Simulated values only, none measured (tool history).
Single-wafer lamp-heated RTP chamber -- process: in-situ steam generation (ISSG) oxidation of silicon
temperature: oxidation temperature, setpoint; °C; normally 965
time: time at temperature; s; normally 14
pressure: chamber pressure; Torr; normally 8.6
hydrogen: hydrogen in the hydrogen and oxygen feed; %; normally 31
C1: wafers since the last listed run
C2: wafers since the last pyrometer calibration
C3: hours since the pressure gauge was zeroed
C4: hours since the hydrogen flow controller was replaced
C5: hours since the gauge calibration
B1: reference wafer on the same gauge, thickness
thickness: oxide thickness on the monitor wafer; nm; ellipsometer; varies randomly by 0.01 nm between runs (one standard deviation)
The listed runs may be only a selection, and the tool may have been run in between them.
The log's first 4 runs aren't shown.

run 5 hour=41.5 | temperature=965 time=14 pressure=8.6 hydrogen=31 | C1=4 C2=7950 C3=0.8 C4=4545.1 C5=288.4 | B1=4.751 | thickness=4.775
run 6 hour=47.4 | temperature=965 time=14 pressure=8.6 hydrogen=31 | C1=84 C2=8035 C3=6.7 C4=4551.0 C5=294.3 | B1=4.752 | thickness=4.758
run 7 hour=60.2 | temperature=965 time=14 pressure=8.6 hydrogen=31 | C1=182 C2=8217 C3=19.5 C4=4563.8 C5=307.1 | B1=4.748 | thickness=4.747
run 8 hour=70.8 | temperature=965 time=14 pressure=8.6 hydrogen=31 | C1=151 C2=8369 C3=30.1 C4=4574.4 C5=317.7 | B1=4.750 | thickness=4.764
-- hour=107.4 gauge calibrated
run 9 hour=108.8 | temperature=965 time=14 pressure=8.6 hydrogen=31 | C1=543 C2=8912 C3=68.1 C4=4612.4 C5=1.4 | B1=4.752 | thickness=4.760
-- hour=118.8 pyrometer window cleaned and pyrometer calibrated
run 10 hour=119.3 | temperature=965 time=16 pressure=7.6 hydrogen=31 | C1=35 C2=7 C3=78.6 C4=4622.9 C5=11.9 | B1=4.753 | thickness=5.047
run 11 hour=127.7 | temperature=946 time=17 pressure=7.9 hydrogen=32 | C1=120 C2=127 C3=87.0 C4=4631.3 C5=20.3 | B1=4.752 | thickness=4.938
run 12 hour=141.3 | temperature=965 time=18 pressure=8.6 hydrogen=31 | C1=194 C2=321 C3=100.6 C4=4644.9 C5=33.9 | B1=4.749 | thickness=5.236
run 13 hour=150.5 | temperature=965 time=16 pressure=7.3 hydrogen=31 | C1=131 C2=452 C3=109.8 C4=4654.1 C5=43.1 | B1=4.749 | thickness=5.077
run 14 hour=160.7 | temperature=965 time=14 pressure=8.6 hydrogen=31 | C1=145 C2=598 C3=120.0 C4=4664.3 C5=53.3 | B1=4.750 | thickness=4.743
-- hour=171.6 hydrogen flow controller replaced
run 15 hour=176.7 | temperature=965 time=14 pressure=8.6 hydrogen=31 | C1=114 C2=713 C3=136.0 C4=5.1 C5=69.3 | B1=4.749 | thickness=4.758
run 16 hour=193.0 | temperature=974 time=14 pressure=8.6 hydrogen=31 | C1=232 C2=946 C3=152.3 C4=21.4 C5=85.6 | B1=4.751 | thickness=4.869

Predict the results of run 17:
run 17 hour=202.8 | temperature=965 time=14 pressure=7.2 hydrogen=31 | C1=140 C2=1086 C3=162.1 C4=31.2 C5=95.4 | B1=? | thickness=?

Run 17 produced B1 4.751, thickness 4.805 nm.
If the tool had no hidden condition, the same run with the same run-to-run variation would have returned thickness 4.805 nm.
